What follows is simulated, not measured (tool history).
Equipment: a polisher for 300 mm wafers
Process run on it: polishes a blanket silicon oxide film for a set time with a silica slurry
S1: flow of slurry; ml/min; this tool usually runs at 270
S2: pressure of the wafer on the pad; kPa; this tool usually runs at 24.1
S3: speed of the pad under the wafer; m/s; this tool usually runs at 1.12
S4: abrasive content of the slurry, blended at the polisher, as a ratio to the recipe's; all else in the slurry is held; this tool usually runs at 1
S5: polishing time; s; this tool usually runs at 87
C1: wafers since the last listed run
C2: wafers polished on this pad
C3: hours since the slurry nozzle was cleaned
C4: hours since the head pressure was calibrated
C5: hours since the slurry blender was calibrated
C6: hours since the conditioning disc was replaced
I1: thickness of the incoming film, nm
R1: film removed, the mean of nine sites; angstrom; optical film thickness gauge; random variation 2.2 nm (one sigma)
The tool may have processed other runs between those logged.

run,hour,S1,S2,S3,S4,S5,C1,C2,C3,C4,C5,C6,I1,R1
1,0,270,24.1,1.12,1,87,0,4191,207.3,212.2,400.3,427.4,1489.3,1688
# hour 43.2: slurry blender recalibrated
# hour 49.8: conditioning disc replaced and pad reconditioned
2,90.8,270,24.1,1.12,1,87,1245,5436,298.1,303,47.6,41,1479.8,1756
# hour 132.4: worn pad replaced by a new one
3,176.6,270,24.1,1.12,1,87,1173,633,383.9,388.8,133.4,126.8,1486.4,1872
4,230.9,270,24.1,1.12,1,87,778,1412,438.2,443.1,187.7,181.1,1490.1,1781
# hour 252.7: slurry nozzle cleaned
5,306.9,270,24.1,1.12,1,87,1075,2488,54.2,519.1,263.7,257.1,1479.8,1747
# hour 485: slurry blender recalibrated
6,488.7,270,24.1,1.12,1,87,2579,5067,236,700.9,3.7,438.9,1462.8,1685
# hour 513.1: conditioning disc replaced and pad reconditioned
7,538,270,24.1,1.12,1,87,678,5746,285.3,750.2,53,24.9,1519.1,1741
# hour 588: worn pad replaced by a new one
8,588.5,270,24.1,1.12,1,87,667,6,335.8,800.7,103.5,75.4,1502,1904
# hour 699.5: slurry nozzle cleaned
9,795.5,270,24.1,1.12,1,87,2954,2961,96,1007.7,310.5,282.4,1502.2,1689
# hour 936.3: slurry blender recalibrated
# hour 981.7: head pressure recalibrated
# hour 981.8: worn pad replaced by a new one
# hour 1007.3: conditioning disc replaced and pad reconditioned
10,1091.9,270,24.1,1.02,1,87,4163,1550,392.4,110.2,155.6,84.6,1475.5,1644
# hour 1170.2: slurry nozzle cleaned
11,1181.5,175,28.3,1.26,1.15,87,1270,2821,11.3,199.8,245.2,174.2,1502.9,2259
12,1266.4,295,24.1,1,1,110,1217,4039,96.2,284.7,330.1,259.1,1514.1,1981
13,1348.3,270,24.1,1.12,1,87,1174,5213,178.1,366.6,412,341,1508.6,1697
# hour 1370.4: worn pad replaced by a new one
# hour 1395.4: slurry blender recalibrated
# hour 1443.8: conditioning disc replaced and pad reconditioned
14,1535.8,270,24.1,1.46,0.8,87,2574,2314,365.6,554.1,140.4,92,1474.6,1951
# hour 1569.1: slurry nozzle cleaned
15,1616.9,270,24.1,1.12,0.8,87,1148,3463,47.8,635.2,221.5,173.1,1484.5,1540
16,1723.2,355,24.1,0.9,1,87,1524,4988,154.1,741.5,327.8,279.4,1487.8,1446
17,1780,270,26.9,1.12,0.9,79,814,5803,210.9,798.3,384.6,336.2,1502.8,1602
# hour 1828.7: worn pad replaced by a new one
18,1855.7,270,24.1,1.12,1,87,1028,386,286.6,874,460.3,411.9,1484.2,1779
# hour 1858.8: slurry blender recalibrated
# hour 1932.2: conditioning disc replaced and pad reconditioned
# hour 2025.3: slurry nozzle cleaned
# hour 2071.3: head pressure recalibrated
19,2119.7,270,24.1,1.12,1,87,3686,4073,94.4,48.4,260.9,187.5,1507.5,1729
20,2198.6,270,24.1,1.12,1,87,1131,5205,173.3,127.3,339.8,266.4,1489.2,1714

Alternative continuations, all from the tool just after run 20; predict every row:
A,2199,270,24.1,1.12,1,87,5,5210,173.7,127.7,340.2,266.8,1486.9,?
B,2199,270,17.9,1.28,1,65,5,5210,173.7,127.7,340.2,266.8,1486.9,?
C,2199,270,17.9,1.12,1,103,5,5210,173.7,127.7,340.2,266.8,1486.9,?
D,2199,325,29,1.12,1.1,87,5,5210,173.7,127.7,340.2,266.8,1486.9,?
E,2199,270,19.3,0.94,1,87,5,5210,173.7,127.7,340.2,266.8,1486.9,?

run,R1
A,1672
B,1042
C,1492
D,2092
E,1185
Had the tool no hidden state, the same runs would have come out as:
run,R1
A,1945
B,1201
C,1711
D,2459
E,1352
